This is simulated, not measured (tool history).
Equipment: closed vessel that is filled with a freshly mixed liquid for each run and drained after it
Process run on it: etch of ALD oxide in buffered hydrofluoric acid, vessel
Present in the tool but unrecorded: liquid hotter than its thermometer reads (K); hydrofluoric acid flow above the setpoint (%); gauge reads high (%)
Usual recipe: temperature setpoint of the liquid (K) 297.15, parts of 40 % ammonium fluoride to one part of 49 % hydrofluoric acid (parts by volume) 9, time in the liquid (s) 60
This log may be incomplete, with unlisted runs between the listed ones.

| run | hour | temperature setpoint of the liquid (K) | parts of 40 % ammonium fluoride to one part of 49 % hydrofluoric acid (parts by volume) | time in the liquid (s) | wafers since the last listed run | hours since the thermometer was replaced | hours since the hydrofluoric acid flow meter was replaced | hours since the gauge calibration | read-back film thickness of the ALD oxide reference wafer, read on the same gauge (nm) | thickness taken off the ALD oxide on a monitor wafer (Å) |
|---|---|---|---|---|---|---|---|---|---|---|
| 1 | 0 | 297.15 | 9 | 85 | 0 | 743.4 | 1213.3 | 2140.6 | 50.02 | 2027.1 |
| 2 | 53.9 | 297.15 | 9 | 60 | 5855 | 797.3 | 1267.2 | 2194.5 | 50.02 | 1459.3 |
| 3 | 109.7 | 297.15 | 9 | 60 | 6062 | 853.1 | 1323 | 2250.3 | 49.97 | 1429.7 |
|  | 134 | thermometer replaced |
| 4 | 182.5 | 297.15 | 9 | 60 | 7800 | 48.5 | 1395.8 | 2323.1 | 49.99 | 1443.2 |
|  | 237.4 | gauge calibrated |
| 5 | 259.2 | 297.15 | 9 | 60 | 8332 | 125.2 | 1472.5 | 21.8 | 50 | 1456.7 |
| 6 | 297 | 297.15 | 9 | 60 | 4106 | 163 | 1510.3 | 59.6 | 49.96 | 1443.6 |
| 7 | 397.5 | 297.15 | 9 | 60 | 10918 | 263.5 | 1610.8 | 160.1 | 50.01 | 1445.7 |
| 8 | 439.8 | 297.15 | 9 | 45 | 4595 | 305.8 | 1653.1 | 202.4 | 50 | 1096.1 |
| 9 | 489.8 | 297.15 | 9 | 45 | 5432 | 355.8 | 1703.1 | 252.4 | 50 | 1095.1 |
| 10 | 577.8 | 297.15 | 9 | 45 | 9560 | 443.8 | 1791.1 | 340.4 | 49.96 | 1102.9 |
| 11 | 670 | 294.15 | 9 | 60 | 10016 | 536 | 1883.3 | 432.6 | 50 | 1244.7 |
| 12 | 731.9 | 294.15 | 9 | 60 | 6724 | 597.9 | 1945.2 | 494.5 | 49.99 | 1254.8 |
| 13 | 797.7 | 297.15 | 9 | 60 | 7148 | 663.7 | 2011 | 560.3 | 50 | 1474.7 |
|  | 807.3 | thermometer replaced |
| 14 | 897.9 | 297.15 | 7 | 90 | 10777 | 90.6 | 2111.2 | 660.5 | 49.99 | 2884.1 |
| 15 | 948.9 | 297.15 | 11.5 | 30 | 5540 | 141.6 | 2162.2 | 711.5 | 50.02 | 602.2 |
|  | 1000.9 | hydrofluoric acid flow meter replaced |
| 16 | 1048.1 | 293.15 | 12 | 30 | 10668 | 240.8 | 47.2 | 810.7 | 50.03 | 486.7 |
| 17 | 1134.8 | 297.15 | 11 | 45 | 9419 | 327.5 | 133.9 | 897.4 | 49.99 | 981.3 |
| 18 | 1189.8 | 302.15 | 9 | 30 | 5975 | 382.5 | 188.9 | 952.4 | 49.98 | 1031.3 |
| 19 | 1275.4 | 301.65 | 6 | 90 | 9299 | 468.1 | 274.5 | 1038 | 50 | 4402.5 |
| 20 | 1349 | 297.15 | 9 | 70 | 7995 | 541.7 | 348.1 | 1111.6 | 50.02 | 1852.5 |
| 21 | 1429.3 | 297.15 | 9 | 60 | 8723 | 622 | 428.4 | 1191.9 | 50 | 1578.4 |
| 22 | 1476.1 | 292.65 | 7 | 90 | 5084 | 668.8 | 475.2 | 1238.7 | 50 | 2366.7 |
|  | 1507.5 | thermometer replaced |
|  | 1542.3 | hydrofluoric acid flow meter replaced, repeated, since the last time left the tool worse |
| 23 | 1580.3 | 297.15 | 6.5 | 60 | 11103 | 72.8 | 38 | 1342.9 | 50.01 | 1916.9 |
| 24 | 1635.4 | 297.15 | 7 | 60 | 5986 | 127.9 | 93.1 | 1398 | 50 | 1790.3 |
| 25 | 1684.3 | 297.15 | 7.5 | 90 | 5312 | 176.8 | 142 | 1446.9 | 50.03 | 2512.8 |
| 26 | 1732.3 | 297.15 | 9 | 60 | 5214 | 224.8 | 190 | 1494.9 | 50.02 | 1390.4 |
| 27 | 1781.8 | 299.15 | 7.5 | 30 | 5377 | 274.3 | 239.5 | 1544.4 | 50.02 | 942.3 |
| 28 | 1830.9 | 297.15 | 6 | 60 | 5334 | 323.4 | 288.6 | 1593.5 | 50.03 | 2088.2 |
| 29 | 1885.8 | 297.15 | 11.5 | 60 | 5964 | 378.3 | 343.5 | 1648.4 | 49.99 | 1144.9 |
| 30 | 1948.5 | 297.15 | 9 | 60 | 6811 | 441 | 406.2 | 1711.1 | 50.01 | 1396 |
| 31 | 2042.9 | 297.15 | 9 | 35 | 10255 | 535.4 | 500.6 | 1805.5 | 50 | 816.1 |
| 32 | 2096.3 | 297.15 | 9 | 60 | 5801 | 588.8 | 554 | 1858.9 | 49.98 | 1390.5 |
| 33 | 2193.7 | 293.15 | 9 | 30 | 10581 | 686.2 | 651.4 | 1956.3 | 50.02 | 561.8 |

What if the next run were any one of these 5? Each begins from the tool's condition after run 33:
| A | 2194.4 | 295.65 | 9 | 60 | 76 | 686.9 | 652.1 | 1957 | ? | ? |
| B | 2194.4 | 295.15 | 9 | 75 | 76 | 686.9 | 652.1 | 1957 | ? | ? |
| C | 2194.4 | 299.65 | 9 | 60 | 76 | 686.9 | 652.1 | 1957 | ? | ? |
| D | 2194.4 | 297.15 | 12.5 | 60 | 76 | 686.9 | 652.1 | 1957 | ? | ? |
| E | 2194.4 | 301.65 | 11 | 30 | 76 | 686.9 | 652.1 | 1957 | ? | ? |

| run | read-back film thickness of the ALD oxide reference wafer, read on the same gauge (nm) | thickness taken off the ALD oxide on a monitor wafer (Å) |
|---|---|---|
| A | 49.99 | 1285.1 |
| B | 49.99 | 1562.7 |
| C | 49.99 | 1596.9 |
| D | 49.99 | 1047 |
| E | 49.99 | 755.3 |
With no hidden state in the tool, these same runs would have given:
| run | thickness taken off the ALD oxide on a monitor wafer (Å) |
|---|---|
| A | 1246 |
| B | 1515.2 |
| C | 1548.4 |
| D | 1018.4 |
| E | 734.8 |

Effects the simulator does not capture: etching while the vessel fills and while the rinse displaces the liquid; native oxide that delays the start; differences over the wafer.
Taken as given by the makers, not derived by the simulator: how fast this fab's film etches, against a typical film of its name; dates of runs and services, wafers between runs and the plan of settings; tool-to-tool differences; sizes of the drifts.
